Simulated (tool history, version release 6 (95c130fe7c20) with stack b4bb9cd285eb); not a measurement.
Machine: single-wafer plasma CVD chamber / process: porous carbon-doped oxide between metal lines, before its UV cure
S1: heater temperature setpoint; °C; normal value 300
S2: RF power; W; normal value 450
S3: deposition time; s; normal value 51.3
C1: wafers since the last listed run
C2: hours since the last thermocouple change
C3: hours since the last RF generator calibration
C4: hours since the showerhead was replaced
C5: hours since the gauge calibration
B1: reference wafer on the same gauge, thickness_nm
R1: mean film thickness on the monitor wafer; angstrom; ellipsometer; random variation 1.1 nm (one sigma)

run,hour,S1,S2,S3,C1,C2,C3,C4,C5,B1,R1
1,0.0,300,450,58.6,0,178.9,350.4,4766.1,2261.1,273.472,3044.93
2,69.9,300,450,58.6,1272,248.8,420.3,4836.0,2331.0,273.341,3017.37
3,120.9,300,450,43.4,928,299.8,471.3,4887.0,2382.0,272.814,2259.08
4,166.7,300,450,43.4,833,345.6,517.1,4932.8,2427.8,273.720,2271.33
5,202.3,312,450,53.6,648,381.2,552.7,4968.4,2463.4,272.786,2563.93
6,244.4,300,450,51.3,766,423.3,594.8,5010.5,2505.5,273.178,2649.66
7,275.1,300,450,51.3,558,454.0,625.5,5041.2,2536.2,273.391,2658.25
8,308.3,300,450,51.3,604,487.2,658.7,5074.4,2569.4,272.716,2656.37
9,376.6,300,450,51.3,1243,555.5,727.0,5142.7,2637.7,273.397,2675.46
10,419.5,300,450,51.3,781,598.4,769.9,5185.6,2680.6,273.285,2666.46
11,477.6,300,450,51.3,1057,656.5,828.0,5243.7,2738.7,273.167,2656.82
12,526.3,300,450,51.3,886,705.2,876.7,5292.4,2787.4,273.047,2668.06
13,569.3,300,450,51.3,782,748.2,919.7,5335.4,2830.4,272.557,2651.64
# hour 577.1: gauge calibrated
14,638.8,300,450,51.3,1265,817.7,989.2,5404.9,61.7,273.187,2656.57
15,693.5,300,450,51.3,995,872.4,1043.9,5459.6,116.4,273.039,2670.82
16,751.1,296,400,44.3,1048,930.0,1101.5,5517.2,174.0,273.434,2170.50
17,809.8,300,450,51.3,1068,988.7,1160.2,5575.9,232.7,272.826,2659.40
# hour 820.0: RF generator calibrated
18,875.9,313,475,42.6,1057,1054.8,55.9,5642.0,298.8,272.787,2127.43
19,1051.2,310,480,56.3,3191,1230.1,231.2,5817.3,474.1,273.606,2864.99
# hour 1068.5: thermocouple changed; heater temperature recalibrated
# hour 1116.5: showerhead replaced
20,1117.0,311,485,42.7,906,48.5,297.0,0.5,539.9,272.458,2163.29
21,1166.9,300,450,41.6,908,98.4,346.9,50.4,589.8,272.666,2171.95
22,1212.5,300,420,42.4,830,144.0,392.5,96.0,635.4,273.365,2092.17
23,1382.7,312,480,48.0,3098,314.2,562.7,266.2,805.6,272.910,2410.69
24,1441.9,311,485,42.7,1077,373.4,621.9,325.4,864.8,272.872,2163.91
25,1510.6,300,450,51.3,1250,442.1,690.6,394.1,933.5,272.318,2659.03
26,1548.1,300,490,47.3,682,479.6,728.1,431.6,971.0,272.780,2584.43
27,1594.6,300,450,54.4,846,526.1,774.6,478.1,1017.5,273.071,2815.13
28,1635.0,300,450,51.3,735,566.5,815.0,518.5,1057.9,272.921,2638.46
29,1700.0,306,400,46.4,1183,631.5,880.0,583.5,1122.9,273.121,2106.12
30,1760.8,293,365,51.3,1107,692.3,940.8,644.3,1183.7,273.360,2405.72
31,1801.5,300,450,51.3,741,733.0,981.5,685.0,1224.4,272.969,2633.10
# hour 1820.8: RF generator calibrated
32,1826.0,300,450,41.6,300,757.5,5.2,709.5,1248.9,272.845,2165.08
33,1896.1,292,510,46.6,1276,827.6,75.3,779.6,1319.0,273.022,2755.07
34,2041.7,300,450,51.3,2651,973.2,220.9,925.2,1464.6,272.941,2665.47
35,2075.1,300,520,51.3,608,1006.6,254.3,958.6,1498.0,273.131,2910.92

Forecast each of these 3 alternatives for the next run:
A,2075.5,300,450,51.3,7,1007.0,254.7,959.0,1498.4,?,?
B,2075.5,300,425,54.3,7,1007.0,254.7,959.0,1498.4,?,?
C,2075.5,310,415,55.6,7,1007.0,254.7,959.0,1498.4,?,?

run,B1,R1
A,272.817,2652.71
B,272.817,2690.74
C,272.817,2542.44
With the hidden condition removed and each run's random variation left untouched, the same runs would have given:
run,R1
A,2652.71
B,2690.74
C,2542.44
